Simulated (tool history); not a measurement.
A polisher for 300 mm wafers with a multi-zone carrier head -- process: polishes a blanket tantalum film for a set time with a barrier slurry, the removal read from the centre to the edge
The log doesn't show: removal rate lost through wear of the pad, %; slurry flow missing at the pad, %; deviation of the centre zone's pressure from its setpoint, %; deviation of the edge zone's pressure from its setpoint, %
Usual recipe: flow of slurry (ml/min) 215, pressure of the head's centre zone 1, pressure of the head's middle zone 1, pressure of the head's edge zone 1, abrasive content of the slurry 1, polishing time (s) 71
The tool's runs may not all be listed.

run,hour,flow of slurry (ml/min),pressure of the head's centre zone,pressure of the head's middle zone,pressure of the head's edge zone,abrasive content of the slurry,polishing time (s),wafers since the last listed run,wafers polished on this pad,hours since the slurry nozzle was cleaned,hours since the centre zone pressure was calibrated,hours since the edge zone pressure was calibrated,hours since the carrier head's membrane was replaced,"incoming thickness of the incoming film, nm",film removed at the wafer's centre (Å),film removed at mid-radius (Å),film removed at the wafer's edge (Å)
1,0,215,1,1,1,0.9,71,0,495,212.4,840.6,189.2,1473.6,387.5,1170,1178,1188
2,25.3,215,1,1,1,0.9,71,270,766,237.7,865.9,214.5,1498.9,388.8,1163,1189,1174
3,49.8,215,1,1,1,1.15,71,261,1027,262.2,890.4,239,1523.4,387.8,1233,1266,1262
4,90.2,215,1,1,1,1.15,71,431,1459,302.6,930.8,279.4,1563.8,385.5,1227,1254,1237
# hour 101.8: worn pad replaced by a new one
5,118.4,215,1,1,1,1.15,71,258,177,330.8,959,307.6,1592,384.2,1216,1230,1231
6,161.6,200,0.95,1,1,1,71,461,639,374,1002.2,350.8,1635.2,390,1076,1186,1215
# hour 171.1: slurry nozzle cleaned
7,210.7,215,1,1,1,1,71,514,1153,39.6,1051.3,399.9,1684.3,384.5,1047,1119,1143
# hour 217.7: worn pad replaced by a new one
# hour 264.2: slurry nozzle cleaned, repeated, since the last time left the tool worse
8,271.4,215,1,1,1,1,71,595,563,7.2,1112,460.6,1745,390.1,1232,1270,1212
9,312.3,215,1,1,1,1.1,96,437,1000,48.1,1152.9,501.5,1785.9,389.9,1738,1743,1709
# hour 345.6: worn pad replaced by a new one
10,359.9,215,1,0.94,1,1,61,465,152,95.7,1200.5,549.1,1833.5,389.3,1037,1031,1052
# hour 363: edge zone pressure recalibrated
11,384.6,215,1,1,1,1,71,242,395,120.4,1225.2,21.6,1858.2,390.6,1214,1255,1231
# hour 439: centre zone pressure recalibrated
12,443.4,215,1,1,1,1,71,607,1002,179.2,4.4,80.4,1917,388.9,1211,1253,1243
# hour 479.1: worn pad replaced by a new one
13,503.7,215,1,1,0.89,1.15,71,601,262,239.5,64.7,140.7,1977.3,388.6,1230,1280,1212
# hour 514.2: carrier head's membrane replaced by a new one
14,564.3,150,1,1,1,1,71,594,857,300.1,125.3,201.3,50.1,392.3,1069,1117,1168
# hour 608.8: slurry nozzle cleaned
# hour 618.9: worn pad replaced by a new one
15,627,155,0.93,1,1,0.7,64,616,86,18.2,188,264,112.8,397.6,879,947,962
16,662.1,215,1,1,0.97,1,71,375,461,53.3,223.1,299.1,147.9,384.9,1233,1265,1223

Here are 5 independent what-if runs from the current tool condition. What would each one return?
A,662.6,215,1,1,1,1,71,5,467,53.8,223.6,299.6,148.4,387,?,?,?
B,662.6,215,1,0.89,1,1,55,5,467,53.8,223.6,299.6,148.4,387,?,?,?
C,662.6,160,0.95,1.09,1,1,89,5,467,53.8,223.6,299.6,148.4,387,?,?,?
D,662.6,285,1,1.04,1,1.15,90,5,467,53.8,223.6,299.6,148.4,387,?,?,?
E,662.6,165,0.89,1,1.07,1,50,5,467,53.8,223.6,299.6,148.4,387,?,?,?

run,film removed at the wafer's centre (Å),film removed at mid-radius (Å),film removed at the wafer's edge (Å)
A,1222,1274,1274
B,946,895,988
C,1366,1625,1531
D,1673,1795,1718
E,723,854,885
The same runs, with their run-to-run variation unchanged, on a tool lacking any hidden condition would have given:
run,film removed at the wafer's centre (Å),film removed at mid-radius (Å),film removed at the wafer's edge (Å)
A,1239,1290,1286
B,959,907,997
C,1392,1652,1550
D,1690,1811,1730
E,737,868,896
